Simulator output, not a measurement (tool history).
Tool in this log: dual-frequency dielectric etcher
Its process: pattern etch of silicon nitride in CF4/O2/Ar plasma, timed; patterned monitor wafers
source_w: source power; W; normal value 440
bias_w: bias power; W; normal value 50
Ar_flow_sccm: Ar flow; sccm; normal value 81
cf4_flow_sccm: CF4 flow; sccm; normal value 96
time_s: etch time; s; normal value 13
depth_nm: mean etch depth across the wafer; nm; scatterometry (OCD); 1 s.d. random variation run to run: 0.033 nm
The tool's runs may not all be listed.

run   hour  source_w  bias_w  Ar_flow_sccm  cf4_flow_sccm  time_s  read-back reference wafer on the same gauge, depth_nm  depth_nm
  1      0       440      50            81             96      13                                                   21.2     22.15
  2   40.6       440      50            81             96      13                                                   21.2      22.2
  3   66.3       440      50            81            102      13                                                   21.2     22.38
  4  132.9       440      50            81            102      13                                                   21.2     22.31
  5  171.3       440      50            81             96      13                                                  21.21     22.16
  6  223.8       440      50            81             96      13                                                  21.21     22.13
     234.9  -- source power generator calibrated
     251.1  -- CF4 flow controller replaced
     272.9  -- wet clean of the chamber
     284.8  -- upper electrode replaced
  7  285.3       370      50            81             96      16                                                   21.2     23.97
     318.2  -- bias power generator calibrated
  8  328.5       370      50            81             96      16                                                   21.2        24
  9  382.6       440      42            81             96      13                                                   21.2     20.58
     384.8  -- gauge calibrated
 10  416.6       440      50            81             96      13                                                   21.2     21.72
 11  444.6       440      41            81             96      13                                                   21.2     20.39
 12  484.8       440      50            66            112      13                                                   21.2     22.77
 13  509.3       500      50           100             96      13                                                   21.2     23.06
     537.7  -- Ar flow controller replaced
 14  538.2       440      50            81             96      13                                                   21.2     21.76
 15  608.5       440      50            81             96      13                                                   21.2     21.81
 16  665.2       410      54            81             96      13                                                  21.21     21.35
 17  729.1       440      50            81             96      10                                                   21.2     16.82
 18    765       440      50            81             96      10                                                   21.2      16.8

4 ways to go on from here, each from the tool as it stands after run 18. What would each give?
  A  765.4       440      50            81             96      13                                                      ?         ?
  B  765.4       440      50            88             96      13                                                      ?         ?
  C  765.4       540      50            81             83    10.5                                                      ?         ?
  D  765.4       440      50            72             96    14.5                                                      ?         ?

run  read-back reference wafer on the same gauge, depth_nm  depth_nm
  A                                                   21.2     21.74
  B                                                   21.2     21.51
  C                                                   21.2     19.58
  D                                                   21.2      24.6
Had the tool no hidden state, the same runs would have come out as:
run  depth_nm
  A     21.62
  B     21.39
  C     19.47
  D     24.46
